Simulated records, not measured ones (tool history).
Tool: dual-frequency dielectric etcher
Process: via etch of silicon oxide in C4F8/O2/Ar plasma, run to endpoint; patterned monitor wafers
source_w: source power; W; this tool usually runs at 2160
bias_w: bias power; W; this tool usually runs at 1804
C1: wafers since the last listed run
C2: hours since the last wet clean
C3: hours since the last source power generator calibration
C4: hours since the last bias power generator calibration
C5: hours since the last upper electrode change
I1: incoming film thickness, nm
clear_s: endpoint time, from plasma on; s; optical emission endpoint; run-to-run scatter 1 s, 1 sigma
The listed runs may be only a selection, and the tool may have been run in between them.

run 1 hour=0 | source_w=2160 bias_w=1804 | C1=0 C2=301.9 C3=1901.5 C4=4820.5 C5=1878.2 | I1=1530.1 | clear_s=335.2
run 2 hour=54.6 | source_w=2160 bias_w=1804 | C1=288 C2=356.5 C3=1956.1 C4=4875.1 C5=1932.8 | I1=1501.2 | clear_s=328.7
run 3 hour=100.7 | source_w=2160 bias_w=1804 | C1=243 C2=402.6 C3=2002.2 C4=4921.2 C5=1978.9 | I1=1514.9 | clear_s=333.6
run 4 hour=151.4 | source_w=1970 bias_w=1470 | C1=267 C2=453.3 C3=2052.9 C4=4971.9 C5=2029.6 | I1=1509.7 | clear_s=369.7
-- hour=190.2 source power generator calibrated
run 5 hour=190.7 | source_w=2440 bias_w=1804 | C1=186 C2=492.6 C3=0.5 C4=5011.2 C5=2068.9 | I1=1515.7 | clear_s=316.1
run 6 hour=248 | source_w=2160 bias_w=1804 | C1=302 C2=549.9 C3=57.8 C4=5068.5 C5=2126.2 | I1=1510.4 | clear_s=333.5
run 7 hour=312.2 | source_w=2160 bias_w=1804 | C1=339 C2=614.1 C3=122 C4=5132.7 C5=2190.4 | I1=1527.9 | clear_s=336.8
-- hour=350.5 wet clean of the chamber
run 8 hour=372.4 | source_w=2160 bias_w=1804 | C1=191 C2=21.9 C3=182.2 C4=5192.9 C5=2250.6 | I1=1522.7 | clear_s=330.6
run 9 hour=429.5 | source_w=2520 bias_w=1804 | C1=301 C2=79 C3=239.3 C4=5250 C5=2307.7 | I1=1531.7 | clear_s=311.1
run 10 hour=470.7 | source_w=2480 bias_w=2185 | C1=217 C2=120.2 C3=280.5 C4=5291.2 C5=2348.9 | I1=1519.6 | clear_s=292.9
run 11 hour=532.1 | source_w=2160 bias_w=1804 | C1=324 C2=181.6 C3=341.9 C4=5352.6 C5=2410.3 | I1=1500.6 | clear_s=327.7
-- hour=559.6 bias power generator calibrated
run 12 hour=564.5 | source_w=2300 bias_w=1616 | C1=149 C2=214 C3=374.3 C4=4.9 C5=2442.7 | I1=1521.5 | clear_s=335.3
run 13 hour=621.6 | source_w=2400 bias_w=2203 | C1=301 C2=271.1 C3=431.4 C4=62 C5=2499.8 | I1=1508 | clear_s=295.4
run 14 hour=672 | source_w=2160 bias_w=1430 | C1=266 C2=321.5 C3=481.8 C4=112.4 C5=2550.2 | I1=1523.2 | clear_s=358.2
run 15 hour=708.3 | source_w=2680 bias_w=1804 | C1=191 C2=357.8 C3=518.1 C4=148.7 C5=2586.5 | I1=1525.7 | clear_s=303.6
run 16 hour=746 | source_w=1760 bias_w=2246 | C1=199 C2=395.5 C3=555.8 C4=186.4 C5=2624.2 | I1=1512.2 | clear_s=339.2
run 17 hour=804.5 | source_w=2160 bias_w=1432 | C1=308 C2=454 C3=614.3 C4=244.9 C5=2682.7 | I1=1521.2 | clear_s=359.4
run 18 hour=874 | source_w=2160 bias_w=1804 | C1=367 C2=523.5 C3=683.8 C4=314.4 C5=2752.2 | I1=1522.1 | clear_s=334.4
-- hour=899.5 wet clean of the chamber
run 19 hour=927.2 | source_w=2160 bias_w=2205 | C1=154 C2=27.7 C3=737 C4=367.6 C5=2805.4 | I1=1519.5 | clear_s=310.3
run 20 hour=956.9 | source_w=1910 bias_w=1804 | C1=156 C2=57.4 C3=766.7 C4=397.3 C5=2835.1 | I1=1511.6 | clear_s=348.6
run 21 hour=997.8 | source_w=1910 bias_w=1549 | C1=215 C2=98.3 C3=807.6 C4=438.2 C5=2876 | I1=1518.4 | clear_s=368.9
run 22 hour=1069.1 | source_w=2160 bias_w=1804 | C1=376 C2=169.6 C3=878.9 C4=509.5 C5=2947.3 | I1=1519.7 | clear_s=330.7
run 23 hour=1104.9 | source_w=1740 bias_w=1501 | C1=189 C2=205.4 C3=914.7 C4=545.3 C5=2983.1 | I1=1516.6 | clear_s=388.3
-- hour=1130.7 upper electrode replaced
run 24 hour=1179.1 | source_w=2160 bias_w=1804 | C1=265 C2=279.6 C3=988.9 C4=619.5 C5=48.4 | I1=1492.7 | clear_s=327.8
run 25 hour=1241.6 | source_w=1780 bias_w=1402 | C1=330 C2=342.1 C3=1051.4 C4=682 C5=110.9 | I1=1510.3 | clear_s=391.7
run 26 hour=1286.6 | source_w=2160 bias_w=1804 | C1=237 C2=387.1 C3=1096.4 C4=727 C5=155.9 | I1=1521.1 | clear_s=335.6
run 27 hour=1355 | source_w=1880 bias_w=2190 | C1=361 C2=455.5 C3=1164.8 C4=795.4 C5=224.3 | I1=1491.7 | clear_s=328.3
run 28 hour=1407.2 | source_w=2520 bias_w=1925 | C1=275 C2=507.7 C3=1217 C4=847.6 C5=276.5 | I1=1518.8 | clear_s=305.9
run 29 hour=1452 | source_w=1880 bias_w=1381 | C1=236 C2=552.5 C3=1261.8 C4=892.4 C5=321.3 | I1=1517.8 | clear_s=388.8
run 30 hour=1506.4 | source_w=1940 bias_w=1556 | C1=287 C2=606.9 C3=1316.2 C4=946.8 C5=375.7 | I1=1512.4 | clear_s=367.5
-- hour=1566.6 wet clean of the chamber
run 31 hour=1567.1 | source_w=2380 bias_w=1423 | C1=193 C2=0.5 C3=1376.9 C4=1007.5 C5=436.4 | I1=1515.8 | clear_s=339.8
run 32 hour=1606.4 | source_w=1640 bias_w=1998 | C1=207 C2=39.8 C3=1416.2 C4=1046.8 C5=475.7 | I1=1518 | clear_s=360
run 33 hour=1676 | source_w=2160 bias_w=1804 | C1=367 C2=109.4 C3=1485.8 C4=1116.4 C5=545.3 | I1=1527.6 | clear_s=333.5
run 34 hour=1715.4 | source_w=2160 bias_w=1804 | C1=208 C2=148.8 C3=1525.2 C4=1155.8 C5=584.7 | I1=1528.1 | clear_s=333.4

Below are 5 alternative next runs, each starting from the tool's condition after run 34. Predict each:
run A hour=1715.9 | source_w=2160 bias_w=1507 | C1=2 C2=149.3 C3=1525.7 C4=1156.3 C5=585.2 | I1=1504.1 | clear_s=?
run B hour=1715.9 | source_w=2680 bias_w=2107 | C1=2 C2=149.3 C3=1525.7 C4=1156.3 C5=585.2 | I1=1504.1 | clear_s=?
run C hour=1715.9 | source_w=2510 bias_w=2248 | C1=2 C2=149.3 C3=1525.7 C4=1156.3 C5=585.2 | I1=1504.1 | clear_s=?
run D hour=1715.9 | source_w=1840 bias_w=1471 | C1=2 C2=149.3 C3=1525.7 C4=1156.3 C5=585.2 | I1=1504.1 | clear_s=?
run E hour=1715.9 | source_w=2320 bias_w=2166 | C1=2 C2=149.3 C3=1525.7 C4=1156.3 C5=585.2 | I1=1504.1 | clear_s=?

run=A clear_s=347
run=B clear_s=283.8
run=C clear_s=285.9
run=D clear_s=375.7
run=E clear_s=299.4
With the hidden condition removed and each run's random variation left untouched, the same runs would have given:
run=A clear_s=345.2
run=B clear_s=282.4
run=C clear_s=284.5
run=D clear_s=373.8
run=E clear_s=297.9
